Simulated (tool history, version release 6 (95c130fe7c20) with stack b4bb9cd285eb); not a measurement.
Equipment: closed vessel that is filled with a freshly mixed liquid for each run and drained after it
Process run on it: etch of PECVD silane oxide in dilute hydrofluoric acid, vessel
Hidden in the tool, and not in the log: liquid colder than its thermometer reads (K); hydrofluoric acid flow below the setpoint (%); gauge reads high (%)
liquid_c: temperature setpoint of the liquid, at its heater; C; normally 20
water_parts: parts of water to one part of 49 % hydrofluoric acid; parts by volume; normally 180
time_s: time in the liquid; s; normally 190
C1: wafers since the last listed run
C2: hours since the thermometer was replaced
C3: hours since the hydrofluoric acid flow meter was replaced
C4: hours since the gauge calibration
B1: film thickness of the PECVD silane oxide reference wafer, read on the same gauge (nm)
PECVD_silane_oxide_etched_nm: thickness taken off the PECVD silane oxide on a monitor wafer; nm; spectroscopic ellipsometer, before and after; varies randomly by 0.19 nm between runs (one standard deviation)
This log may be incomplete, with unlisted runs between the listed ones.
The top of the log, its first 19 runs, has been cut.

{"run": 20, "hour": 233.6, "liquid_c": 20, "water_parts": 180, "time_s": 190, "C1": 926, "C2": 733.9, "C3": 38.4, "C4": 497.5, "B1": 100.02, "PECVD_silane_oxide_etched_nm": 19.99}
{"hour": 244.4, "done": "gauge calibrated"}
{"run": 21, "hour": 249.0, "liquid_c": 20, "water_parts": 180, "time_s": 190, "C1": 1097, "C2": 749.3, "C3": 53.8, "C4": 4.6, "B1": 100.01, "PECVD_silane_oxide_etched_nm": 20.4}
{"hour": 257.3, "done": "thermometer replaced"}
{"run": 22, "hour": 262.4, "liquid_c": 20, "water_parts": 180, "time_s": 190, "C1": 884, "C2": 5.1, "C3": 67.2, "C4": 18, "B1": 99.99, "PECVD_silane_oxide_etched_nm": 18.68}
{"run": 23, "hour": 273.2, "liquid_c": 18, "water_parts": 180, "time_s": 190, "C1": 770, "C2": 15.9, "C3": 78, "C4": 28.8, "B1": 100.03, "PECVD_silane_oxide_etched_nm": 17.23}
{"run": 24, "hour": 286.7, "liquid_c": 20, "water_parts": 180, "time_s": 190, "C1": 962, "C2": 29.4, "C3": 91.5, "C4": 42.3, "B1": 99.98, "PECVD_silane_oxide_etched_nm": 19.13}
{"run": 25, "hour": 296.2, "liquid_c": 23.5, "water_parts": 225, "time_s": 230, "C1": 677, "C2": 38.9, "C3": 101, "C4": 51.8, "B1": 100.04, "PECVD_silane_oxide_etched_nm": 20.33}
{"run": 26, "hour": 312.1, "liquid_c": 20, "water_parts": 180, "time_s": 110, "C1": 1133, "C2": 54.8, "C3": 116.9, "C4": 67.7, "B1": 100, "PECVD_silane_oxide_etched_nm": 10.88}
{"run": 27, "hour": 320.2, "liquid_c": 20, "water_parts": 130, "time_s": 190, "C1": 577, "C2": 62.9, "C3": 125, "C4": 75.8, "B1": 100.02, "PECVD_silane_oxide_etched_nm": 27.78}
{"run": 28, "hour": 330.4, "liquid_c": 20, "water_parts": 180, "time_s": 190, "C1": 727, "C2": 73.1, "C3": 135.2, "C4": 86, "B1": 100.01, "PECVD_silane_oxide_etched_nm": 18.84}
{"hour": 336.3, "done": "thermometer replaced, repeated, since the last time left the tool worse"}
{"run": 29, "hour": 347.9, "liquid_c": 20, "water_parts": 240, "time_s": 230, "C1": 1176, "C2": 11.6, "C3": 152.7, "C4": 103.5, "B1": 99.95, "PECVD_silane_oxide_etched_nm": 18.15}
{"run": 30, "hour": 359.2, "liquid_c": 20, "water_parts": 180, "time_s": 240, "C1": 805, "C2": 22.9, "C3": 164, "C4": 114.8, "B1": 100.02, "PECVD_silane_oxide_etched_nm": 26.59}
{"run": 31, "hour": 369.1, "liquid_c": 20, "water_parts": 265, "time_s": 190, "C1": 705, "C2": 32.8, "C3": 173.9, "C4": 124.7, "B1": 99.98, "PECVD_silane_oxide_etched_nm": 13.5}
{"run": 32, "hour": 375.2, "liquid_c": 25, "water_parts": 180, "time_s": 235, "C1": 434, "C2": 38.9, "C3": 180, "C4": 130.8, "B1": 100.01, "PECVD_silane_oxide_etched_nm": 32.13}
{"run": 33, "hour": 391.7, "liquid_c": 20, "water_parts": 180, "time_s": 250, "C1": 1176, "C2": 55.4, "C3": 196.5, "C4": 147.3, "B1": 99.97, "PECVD_silane_oxide_etched_nm": 27.55}

Alternative continuations, all from the tool just after run 33; predict every row:
{"run": "A", "hour": 392.4, "liquid_c": 17, "water_parts": 180, "time_s": 190, "C1": 49, "C2": 56.1, "C3": 197.2, "C4": 148, "B1": "?", "PECVD_silane_oxide_etched_nm": "?"}
{"run": "B", "hour": 392.4, "liquid_c": 21.5, "water_parts": 90, "time_s": 105, "C1": 49, "C2": 56.1, "C3": 197.2, "C4": 148, "B1": "?", "PECVD_silane_oxide_etched_nm": "?"}
{"run": "C", "hour": 392.4, "liquid_c": 22.5, "water_parts": 180, "time_s": 190, "C1": 49, "C2": 56.1, "C3": 197.2, "C4": 148, "B1": "?", "PECVD_silane_oxide_etched_nm": "?"}
{"run": "D", "hour": 392.4, "liquid_c": 20, "water_parts": 215, "time_s": 190, "C1": 49, "C2": 56.1, "C3": 197.2, "C4": 148, "B1": "?", "PECVD_silane_oxide_etched_nm": "?"}

run=A B1=100.02 PECVD_silane_oxide_etched_nm=18.73
run=B B1=100.02 PECVD_silane_oxide_etched_nm=27.29
run=C B1=100.02 PECVD_silane_oxide_etched_nm=23.25
run=D B1=100.02 PECVD_silane_oxide_etched_nm=17.07
Stripped of hidden state, with their random variation kept, the same runs would have yielded:
run=A PECVD_silane_oxide_etched_nm=18.96
run=B PECVD_silane_oxide_etched_nm=27.64
run=C PECVD_silane_oxide_etched_nm=23.52
run=D PECVD_silane_oxide_etched_nm=17.28

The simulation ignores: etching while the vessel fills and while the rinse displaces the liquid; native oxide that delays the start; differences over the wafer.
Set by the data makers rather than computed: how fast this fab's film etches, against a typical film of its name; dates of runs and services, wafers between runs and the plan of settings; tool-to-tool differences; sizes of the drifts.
